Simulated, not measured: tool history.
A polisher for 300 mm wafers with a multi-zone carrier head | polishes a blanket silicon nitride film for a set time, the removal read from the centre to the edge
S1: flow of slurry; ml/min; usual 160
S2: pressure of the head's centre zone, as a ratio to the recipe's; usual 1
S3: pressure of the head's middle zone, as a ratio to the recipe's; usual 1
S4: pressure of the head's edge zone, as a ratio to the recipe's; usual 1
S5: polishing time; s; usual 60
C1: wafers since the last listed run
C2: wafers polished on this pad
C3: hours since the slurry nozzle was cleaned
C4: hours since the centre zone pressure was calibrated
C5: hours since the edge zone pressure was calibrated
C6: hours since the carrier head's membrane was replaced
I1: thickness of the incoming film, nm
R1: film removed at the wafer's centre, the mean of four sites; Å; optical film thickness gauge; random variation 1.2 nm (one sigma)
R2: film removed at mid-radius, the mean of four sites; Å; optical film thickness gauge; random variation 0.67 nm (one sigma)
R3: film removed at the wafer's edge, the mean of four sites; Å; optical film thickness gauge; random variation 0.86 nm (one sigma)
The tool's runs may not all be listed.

{"run": 1, "hour": 0.0, "S1": 160, "S2": 1, "S3": 1, "S4": 1, "S5": 73, "C1": 0, "C2": 1009, "C3": 33, "C4": 1106.6, "C5": 48.4, "C6": 983, "I1": 951, "R1": 1112, "R2": 1258, "R3": 1275}
{"run": 2, "hour": 15.0, "S1": 160, "S2": 1, "S3": 1, "S4": 1, "S5": 73, "C1": 134, "C2": 1143, "C3": 48, "C4": 1121.6, "C5": 63.4, "C6": 998, "I1": 944.5, "R1": 1101, "R2": 1249, "R3": 1281}
{"run": 3, "hour": 29.8, "S1": 160, "S2": 1, "S3": 1, "S4": 1, "S5": 67, "C1": 132, "C2": 1276, "C3": 62.8, "C4": 1136.4, "C5": 78.2, "C6": 1012.8, "I1": 942.1, "R1": 1014, "R2": 1146, "R3": 1169}
{"hour": 51.6, "done": "worn pad replaced by a new one"}
{"run": 4, "hour": 54.1, "S1": 160, "S2": 0.95, "S3": 0.93, "S4": 1, "S5": 75, "C1": 181, "C2": 22, "C3": 87.1, "C4": 1160.7, "C5": 102.5, "C6": 1037.1, "I1": 950.4, "R1": 1112, "R2": 1221, "R3": 1313}
{"run": 5, "hour": 81.0, "S1": 160, "S2": 1, "S3": 1, "S4": 0.96, "S5": 60, "C1": 241, "C2": 263, "C3": 114, "C4": 1187.6, "C5": 129.4, "C6": 1064, "I1": 960.4, "R1": 918, "R2": 1034, "R3": 1041}
{"hour": 104.6, "done": "carrier head's membrane replaced by a new one"}
{"run": 6, "hour": 116.3, "S1": 135, "S2": 1, "S3": 1, "S4": 1, "S5": 60, "C1": 271, "C2": 535, "C3": 149.3, "C4": 1222.9, "C5": 164.7, "C6": 11.7, "I1": 954.3, "R1": 901, "R2": 1005, "R3": 1022}
{"hour": 131.2, "done": "centre zone pressure recalibrated"}
{"run": 7, "hour": 149.4, "S1": 160, "S2": 1, "S3": 0.91, "S4": 1.09, "S5": 60, "C1": 278, "C2": 813, "C3": 182.4, "C4": 18.2, "C5": 197.8, "C6": 44.8, "I1": 970.5, "R1": 1028, "R2": 960, "R3": 1087}
{"run": 8, "hour": 178.0, "S1": 160, "S2": 1, "S3": 1, "S4": 0.93, "S5": 75, "C1": 256, "C2": 1070, "C3": 211, "C4": 46.8, "C5": 226.4, "C6": 73.4, "I1": 931.1, "R1": 1305, "R2": 1297, "R3": 1284}
{"run": 9, "hour": 202.0, "S1": 160, "S2": 1, "S3": 1, "S4": 1, "S5": 60, "C1": 215, "C2": 1285, "C3": 235, "C4": 70.8, "C5": 250.4, "C6": 97.4, "I1": 932.6, "R1": 1036, "R2": 1030, "R3": 1065}
{"hour": 220.2, "done": "worn pad replaced by a new one"}
{"run": 10, "hour": 232.4, "S1": 160, "S2": 1, "S3": 1, "S4": 1, "S5": 47, "C1": 236, "C2": 109, "C3": 265.4, "C4": 101.2, "C5": 280.8, "C6": 127.8, "I1": 935.1, "R1": 819, "R2": 802, "R3": 822}
{"run": 11, "hour": 263.5, "S1": 160, "S2": 1, "S3": 1, "S4": 1, "S5": 60, "C1": 278, "C2": 388, "C3": 296.5, "C4": 132.3, "C5": 311.9, "C6": 158.9, "I1": 950.5, "R1": 1025, "R2": 1034, "R3": 1048}
{"run": 12, "hour": 278.2, "S1": 160, "S2": 0.88, "S3": 1, "S4": 1, "S5": 60, "C1": 131, "C2": 520, "C3": 311.2, "C4": 147, "C5": 326.6, "C6": 173.6, "I1": 970.2, "R1": 943, "R2": 1038, "R3": 1047}
{"run": 13, "hour": 309.1, "S1": 160, "S2": 1, "S3": 1, "S4": 1, "S5": 67, "C1": 276, "C2": 796, "C3": 342.1, "C4": 177.9, "C5": 357.5, "C6": 204.5, "I1": 961.2, "R1": 1130, "R2": 1153, "R3": 1170}
{"hour": 324.5, "done": "slurry nozzle cleaned"}
{"run": 14, "hour": 337.3, "S1": 160, "S2": 1, "S3": 1, "S4": 0.9, "S5": 60, "C1": 243, "C2": 1040, "C3": 12.8, "C4": 206.1, "C5": 385.7, "C6": 232.7, "I1": 948.5, "R1": 1022, "R2": 1017, "R3": 1007}
{"run": 15, "hour": 369.2, "S1": 160, "S2": 0.97, "S3": 1, "S4": 0.94, "S5": 60, "C1": 285, "C2": 1326, "C3": 44.7, "C4": 238, "C5": 417.6, "C6": 264.6, "I1": 943, "R1": 991, "R2": 1038, "R3": 1025}
{"hour": 380.4, "done": "worn pad replaced by a new one"}
{"run": 16, "hour": 386.7, "S1": 160, "S2": 1.1, "S3": 0.95, "S4": 1, "S5": 45, "C1": 120, "C2": 56, "C3": 62.2, "C4": 255.5, "C5": 435.1, "C6": 282.1, "I1": 936.3, "R1": 817, "R2": 744, "R3": 789}
{"run": 17, "hour": 413.5, "S1": 145, "S2": 1, "S3": 1, "S4": 1, "S5": 60, "C1": 240, "C2": 296, "C3": 89, "C4": 282.3, "C5": 461.9, "C6": 308.9, "I1": 940.5, "R1": 972, "R2": 1017, "R3": 1028}
{"run": 18, "hour": 441.8, "S1": 160, "S2": 0.9, "S3": 1.07, "S4": 1, "S5": 77, "C1": 253, "C2": 550, "C3": 117.3, "C4": 310.6, "C5": 490.2, "C6": 337.2, "I1": 938.8, "R1": 1192, "R2": 1379, "R3": 1331}
{"run": 19, "hour": 460.2, "S1": 135, "S2": 1, "S3": 1, "S4": 1, "S5": 60, "C1": 164, "C2": 715, "C3": 135.7, "C4": 329, "C5": 508.6, "C6": 355.6, "I1": 935.5, "R1": 976, "R2": 997, "R3": 1036}
{"run": 20, "hour": 486.0, "S1": 160, "S2": 1, "S3": 1, "S4": 1, "S5": 78, "C1": 231, "C2": 946, "C3": 161.5, "C4": 354.8, "C5": 534.4, "C6": 381.4, "I1": 942.6, "R1": 1317, "R2": 1326, "R3": 1360}
{"run": 21, "hour": 515.1, "S1": 160, "S2": 1, "S3": 1.07, "S4": 1, "S5": 69, "C1": 260, "C2": 1207, "C3": 190.6, "C4": 383.9, "C5": 563.5, "C6": 410.5, "I1": 956.5, "R1": 1174, "R2": 1228, "R3": 1215}

Forecast each of these 5 alternatives for the next run:
{"run": "A", "hour": 515.5, "S1": 160, "S2": 1, "S3": 1, "S4": 1, "S5": 60, "C1": 3, "C2": 1210, "C3": 191, "C4": 384.3, "C5": 563.9, "C6": 410.9, "I1": 960.2, "R1": "?", "R2": "?", "R3": "?"}
{"run": "B", "hour": 515.5, "S1": 160, "S2": 1.04, "S3": 0.92, "S4": 0.96, "S5": 54, "C1": 3, "C2": 1210, "C3": 191, "C4": 384.3, "C5": 563.9, "C6": 410.9, "I1": 960.2, "R1": "?", "R2": "?", "R3": "?"}
{"run": "C", "hour": 515.5, "S1": 210, "S2": 1, "S3": 1, "S4": 1, "S5": 60, "C1": 3, "C2": 1210, "C3": 191, "C4": 384.3, "C5": 563.9, "C6": 410.9, "I1": 960.2, "R1": "?", "R2": "?", "R3": "?"}
{"run": "D", "hour": 515.5, "S1": 160, "S2": 1, "S3": 1.09, "S4": 1, "S5": 60, "C1": 3, "C2": 1210, "C3": 191, "C4": 384.3, "C5": 563.9, "C6": 410.9, "I1": 960.2, "R1": "?", "R2": "?", "R3": "?"}
{"run": "E", "hour": 515.5, "S1": 195, "S2": 1, "S3": 1, "S4": 1, "S5": 49, "C1": 3, "C2": 1210, "C3": 191, "C4": 384.3, "C5": 563.9, "C6": 410.9, "I1": 960.2, "R1": "?", "R2": "?", "R3": "?"}

run=A R1=1024 R2=1026 R3=1033
run=B R1=951 R2=870 R3=916
run=C R1=1061 R2=1058 R3=1057
run=D R1=1025 R2=1093 R3=1032
run=E R1=858 R2=857 R3=858
Without the tool's hidden state the same runs would have given:
run=A R1=1059 R2=1026 R3=1033
run=B R1=982 R2=870 R3=916
run=C R1=1096 R2=1058 R3=1057
run=D R1=1059 R2=1092 R3=1032
run=E R1=887 R2=857 R3=858
